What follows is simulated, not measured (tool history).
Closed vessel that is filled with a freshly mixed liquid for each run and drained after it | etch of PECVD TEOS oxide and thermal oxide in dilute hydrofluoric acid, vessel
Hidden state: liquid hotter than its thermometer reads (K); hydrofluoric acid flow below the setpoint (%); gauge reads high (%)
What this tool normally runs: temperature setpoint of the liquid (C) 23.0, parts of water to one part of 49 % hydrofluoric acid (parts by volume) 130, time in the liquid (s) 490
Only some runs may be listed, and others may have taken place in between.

run,hour,temperature setpoint of the liquid (C),parts of water to one part of 49 % hydrofluoric acid (parts by volume),time in the liquid (s),wafers since the last listed run,hours since the thermometer was replaced,hours since the hydrofluoric acid flow meter was replaced,hours since the gauge calibration,"read-back film thickness of the PECVD TEOS oxide reference wafer, read on the same gauge (nm)","read-back film thickness of the thermal oxide reference wafer, read on the same gauge (nm)",thickness taken off the PECVD TEOS oxide on a monitor wafer (Å),thickness taken off the thermal oxide on a monitor wafer (Å)
1,0.0,23.0,130,490,0,1092.1,554.6,54.4,69.96,79.97,535.7,193.3
2,8.8,23.0,130,490,887,1100.9,563.4,63.2,70.02,79.98,539.4,193.1
3,19.8,23.0,130,490,1108,1111.9,574.4,74.2,70.00,80.02,547.7,192.1
4,36.0,24.0,85,490,1632,1128.1,590.6,90.4,70.05,79.98,906.2,326.9
5,50.4,19.5,130,350,1451,1142.5,605.0,104.8,69.95,80.05,336.6,120.5
6,59.9,23.0,130,490,957,1152.0,614.5,114.3,70.02,79.99,543.5,195.9
7,69.7,26.5,85,490,987,1161.8,624.3,124.1,69.98,80.02,1004.9,358.2
8,85.9,23.0,130,490,1632,1178.0,640.5,140.3,69.98,79.99,542.6,194.4
9,100.0,20.5,105,705,1421,1192.1,654.6,154.4,70.01,80.02,910.1,324.1
10,111.6,23.0,175,490,1169,1203.7,666.2,166.0,70.00,80.01,385.9,137.6
11,119.1,19.0,160,320,755,1211.2,673.7,173.5,70.00,80.00,237.6,85.6
12,131.2,23.0,130,490,1219,1223.3,685.8,185.6,70.02,80.01,543.3,194.6
# hour 137.9: hydrofluoric acid flow meter replaced
13,141.3,21.5,130,390,917,1233.4,3.4,195.7,69.99,79.96,403.5,147.5
14,154.7,23.0,145,320,1350,1246.8,16.8,209.1,70.00,80.03,314.4,112.6
15,172.2,25.5,130,300,1763,1264.3,34.3,226.6,69.97,80.02,366.7,130.9
# hour 176.2: thermometer replaced
16,187.5,27.0,145,575,1441,11.3,49.6,241.9,70.02,80.02,599.0,216.2
17,194.3,23.0,130,490,685,18.1,56.4,248.7,69.98,79.99,493.2,178.5
18,203.1,19.5,95,680,887,26.9,65.2,257.5,69.99,79.97,857.4,311.4
19,212.7,20.0,130,195,967,36.5,74.8,267.1,70.00,80.03,176.5,63.9
20,229.4,18.5,130,780,1683,53.2,91.5,283.8,70.00,80.05,672.7,237.3
21,245.8,23.0,130,490,1653,69.6,107.9,300.2,70.05,79.96,501.8,179.4
22,260.7,23.0,130,650,1501,84.5,122.8,315.1,70.02,79.97,664.5,240.0
23,270.5,23.0,130,490,987,94.3,132.6,324.9,70.01,79.94,499.9,180.0
24,276.5,27.5,150,635,604,100.3,138.6,330.9,70.01,79.98,654.6,233.7
25,283.9,20.5,105,705,745,107.7,146.0,338.3,70.01,80.01,833.6,302.8

Run 26 comes next. What will it give?
26,291.0,21.5,130,375,715,114.8,153.1,345.4,?,?,?,?

Run 26 produced read-back film thickness of the PECVD TEOS oxide reference wafer, read on the same gauge (nm) 70.00, read-back film thickness of the thermal oxide reference wafer, read on the same gauge (nm) 79.94, thickness taken off the PECVD TEOS oxide on a monitor wafer (Å) 362.7, thickness taken off the thermal oxide on a monitor wafer (Å) 128.5.
The same run, on a tool lacking any hidden state, would have yielded thickness taken off the PECVD TEOS oxide on a monitor wafer (Å) 358.3, thickness taken off the thermal oxide on a monitor wafer (Å) 127.0.

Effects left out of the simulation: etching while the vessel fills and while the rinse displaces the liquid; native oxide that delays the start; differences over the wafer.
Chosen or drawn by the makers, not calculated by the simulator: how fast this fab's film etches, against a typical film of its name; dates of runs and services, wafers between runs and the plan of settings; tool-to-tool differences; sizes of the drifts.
